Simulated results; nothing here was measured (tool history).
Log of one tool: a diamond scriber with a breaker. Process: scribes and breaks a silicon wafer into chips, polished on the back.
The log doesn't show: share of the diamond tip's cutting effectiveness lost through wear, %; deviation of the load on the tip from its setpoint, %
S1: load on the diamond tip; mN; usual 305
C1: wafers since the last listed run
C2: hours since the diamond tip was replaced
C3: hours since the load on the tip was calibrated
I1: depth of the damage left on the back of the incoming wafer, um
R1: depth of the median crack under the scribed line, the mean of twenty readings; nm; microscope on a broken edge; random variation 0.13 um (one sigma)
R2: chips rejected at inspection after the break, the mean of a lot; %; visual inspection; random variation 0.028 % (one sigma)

Run 1, hour 0: usual settings; C1 0; C2 276.3; C3 126; I1 0.02. Result: R1 7510 nm, R2 0.69 %.
Run 2, hour 72.5: usual settings but S1 363 mN; C1 157; C2 348.8; C3 198.5; I1 0.03. Result: R1 8030 nm, R2 0.85 %.
Run 3, hour 148.4: usual settings but S1 363 mN; C1 165; C2 424.7; C3 274.4; I1 0.05. Result: R1 7980 nm, R2 0.7 %.
Run 4, hour 208.5: usual settings but S1 361 mN; C1 130; C2 484.8; C3 334.5; I1 0.01. Result: R1 7830 nm, R2 0.72 %.
Run 5, hour 280.6: usual settings but S1 251 mN; C1 156; C2 556.9; C3 406.6; I1 0.05. Result: R1 6080 nm, R2 5.64 %.
Run 6, hour 354.9: usual settings but S1 235 mN; C1 161; C2 631.2; C3 480.9; I1 0.02. Result: R1 5710 nm, R2 7.75 %.
At hour 365.1: diamond tip replaced by a new one.
At hour 412.8: load on the tip recalibrated.
Run 7, hour 416.7: usual settings but S1 235 mN; C1 125; C2 51.6; C3 3.9; I1 0.02. Result: R1 6460 nm, R2 4.14 %.
Run 8, hour 521.6: usual settings but S1 394 mN; C1 228; C2 156.5; C3 108.8; I1 0.01. Result: R1 8700 nm, R2 1.85 %.
Run 9, hour 600.8: usual settings but S1 334 mN; C1 172; C2 235.7; C3 188; I1 0.03. Result: R1 7460 nm, R2 0.61 %.
Run 10, hour 674.9: usual settings but S1 345 mN; C1 161; C2 309.8; C3 262.1; I1 0.04. Result: R1 7540 nm, R2 0.59 %.
Run 11, hour 724.8: usual settings but S1 263 mN; C1 108; C2 359.7; C3 312; I1 0.02. Result: R1 6210 nm, R2 4.22 %.
Run 12, hour 816.5: usual settings but S1 271 mN; C1 199; C2 451.4; C3 403.7; I1 0.03. Result: R1 6240 nm, R2 4.1 %.
Run 13, hour 871.2: usual settings but S1 339 mN; C1 119; C2 506.1; C3 458.4; I1 0.02. Result: R1 7460 nm, R2 0.76 %.
At hour 939.2: load on the tip recalibrated.
Run 14, hour 957.9: usual settings but S1 359 mN; C1 184; C2 592.8; C3 18.7; I1 0.03. Result: R1 8530 nm, R2 1.62 %.
Run 15, hour 996.8: usual settings; C1 84; C2 631.7; C3 57.6; I1 0.05. Result: R1 7510 nm, R2 0.59 %.

What the log doesn't show, run by run:
share of the diamond tip's cutting effectiveness lost through wear, %: 0 in every run
H1: deviation of the load on the tip from its setpoint, %
run      H1
  1   -5.78
  2   -8.35
  3   -10.2
  4   -11.2
  5   -12.1
  6   -12.7
  7    -1.5
  8   -8.01
  9     -11
 10   -12.9
 11   -13.9
 12     -15
 13   -15.5
 14  -0.731
 15   -3.36
